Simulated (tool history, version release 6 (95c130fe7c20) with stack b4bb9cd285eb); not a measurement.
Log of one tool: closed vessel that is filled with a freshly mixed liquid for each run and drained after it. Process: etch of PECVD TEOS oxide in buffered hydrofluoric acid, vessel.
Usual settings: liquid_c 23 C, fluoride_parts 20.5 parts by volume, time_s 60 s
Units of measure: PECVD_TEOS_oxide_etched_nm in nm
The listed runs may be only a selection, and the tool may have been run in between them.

run	hour	liquid_c	fluoride_parts	time_s	read-back film thickness of the PECVD TEOS oxide reference wafer, read on the same gauge (nm)	PECVD_TEOS_oxide_etched_nm
1	0	19.5	20.5	80	130.01	82.31
2	37.1	23	20.5	60	130	76.17
3	87.8	23	20.5	60	129.98	76.44
4	262.5	23	20.5	60	129.96	77.19
5	293.4	23	16	60	130.01	96.96
6	321.6	23	16	60	130.01	97.61
7	360.5	23	16	60	130.01	99.22
8	393.1	20.5	17.5	60	130.01	79.71
9	431.5	23	20.5	90	130.02	118.61
# hour 437.5: gauge calibrated
# hour 486.1: thermometer replaced
# hour 486.6: hydrofluoric acid flow meter replaced
10	497.1	20.5	12.5	60	130	98.28
11	548.9	20	23.5	90	129.98	81.58
12	585.3	23	20.5	60	130	70.9
13	626.4	20.5	27.5	60	129.97	50.95
14	650.5	20.5	27.5	60	129.97	50.27
15	677.8	23	23.5	60	129.97	65.45

4 ways to go on from here, each from the tool as it stands after run 15. What would each give?
A	678.5	23	13.5	60	?	?
B	678.5	19.5	16	60	?	?
C	678.5	23	16	35	?	?
D	678.5	27	23.5	45	?	?

run	read-back film thickness of the PECVD TEOS oxide reference wafer, read on the same gauge (nm)	PECVD_TEOS_oxide_etched_nm
A	130.03	106.78
B	130.03	74.43
C	130.03	52.72
D	130.03	60.5
With the hidden condition removed and each run's random variation left untouched, the same runs would have given:
run	PECVD_TEOS_oxide_etched_nm
A	103.61
B	72.17
C	51.15
D	58.73

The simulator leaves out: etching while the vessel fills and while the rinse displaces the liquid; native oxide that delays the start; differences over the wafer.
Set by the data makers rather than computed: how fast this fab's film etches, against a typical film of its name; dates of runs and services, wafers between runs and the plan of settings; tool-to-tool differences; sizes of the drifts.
